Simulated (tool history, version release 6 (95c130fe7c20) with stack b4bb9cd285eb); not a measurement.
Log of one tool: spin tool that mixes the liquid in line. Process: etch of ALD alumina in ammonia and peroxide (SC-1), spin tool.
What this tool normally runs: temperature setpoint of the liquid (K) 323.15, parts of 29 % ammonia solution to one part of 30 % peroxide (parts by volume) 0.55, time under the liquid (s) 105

run,hour,temperature setpoint of the liquid (K),parts of 29 % ammonia solution to one part of 30 % peroxide (parts by volume),time under the liquid (s),wafers since the last listed run,hours since the thermometer was replaced,hours since the ammonia flow meter was replaced,hours since the heated supply line was repaired,hours since the drum of ammonia solution was connected,hours since the gauge calibration,"read-back film thickness of the ALD alumina reference wafer, read on the same gauge (nm)",thickness taken off the ALD alumina on a monitor wafer (nm)
1,0.0,323.15,0.55,105,0,376.3,2116.1,2305.9,525.6,132.2,80.00,4.97
2,16.8,323.15,0.55,105,131,393.1,2132.9,2322.7,542.4,149.0,80.02,4.88
3,56.7,323.15,0.55,105,311,433.0,2172.8,2362.6,582.3,188.9,80.05,4.87
4,88.2,323.15,0.55,105,245,464.5,2204.3,2394.1,613.8,220.4,79.99,4.95
5,117.5,323.15,0.55,85,228,493.8,2233.6,2423.4,643.1,249.7,79.98,3.90
6,130.2,318.15,0.55,105,99,506.5,2246.3,2436.1,655.8,262.4,80.00,3.69
7,144.9,323.15,0.45,105,114,521.2,2261.0,2450.8,670.5,277.1,79.98,4.88
# hour 154.8: thermometer replaced
8,157.2,323.15,0.45,105,88,2.4,2273.3,2463.1,682.8,289.4,79.99,4.82
9,169.2,323.15,0.45,105,93,14.4,2285.3,2475.1,694.8,301.4,79.99,4.79
10,194.7,323.15,0.45,65,198,39.9,2310.8,2500.6,720.3,326.9,79.95,2.98
11,214.3,331.65,0.65,80,152,59.5,2330.4,2520.2,739.9,346.5,79.97,6.07
12,240.1,323.15,0.45,105,201,85.3,2356.2,2546.0,765.7,372.3,80.02,4.78
13,271.2,323.15,0.55,130,242,116.4,2387.3,2577.1,796.8,403.4,79.96,6.04
14,298.8,323.15,0.80,150,215,144.0,2414.9,2604.7,824.4,431.0,80.03,7.10
# hour 305.4: ammonia flow meter replaced
# hour 308.4: gauge calibrated
# hour 330.7: new drum of ammonia solution connected
15,332.1,323.15,0.55,105,244,177.3,26.7,2638.0,1.4,23.7,79.98,4.85
# hour 338.7: heated supply line repaired
16,348.9,323.15,0.55,105,123,194.1,43.5,10.2,18.2,40.5,79.99,6.10
17,374.8,326.65,0.40,105,202,220.0,69.4,36.1,44.1,66.4,79.98,7.05
18,405.5,314.65,0.55,145,239,250.7,100.1,66.8,74.8,97.1,80.00,5.17
19,425.3,318.65,0.55,105,154,270.5,119.9,86.6,94.6,116.9,80.00,4.69
20,452.2,323.15,0.80,150,209,297.4,146.8,113.5,121.5,143.8,80.06,8.90

Alternative continuations, all from the tool just after run 20; predict every row:
A,452.6,323.15,0.55,50,3,297.8,147.2,113.9,121.9,144.2,?,?
B,452.6,313.65,0.25,105,3,297.8,147.2,113.9,121.9,144.2,?,?
C,452.6,313.15,0.55,105,3,297.8,147.2,113.9,121.9,144.2,?,?

run,"read-back film thickness of the ALD alumina reference wafer, read on the same gauge (nm)",thickness taken off the ALD alumina on a monitor wafer (nm)
A,80.01,2.86
B,80.01,3.24
C,80.01,3.39
Without the tool's unlogged condition, the same runs would have read:
run,thickness taken off the ALD alumina on a monitor wafer (nm)
A,2.91
B,3.30
C,3.46
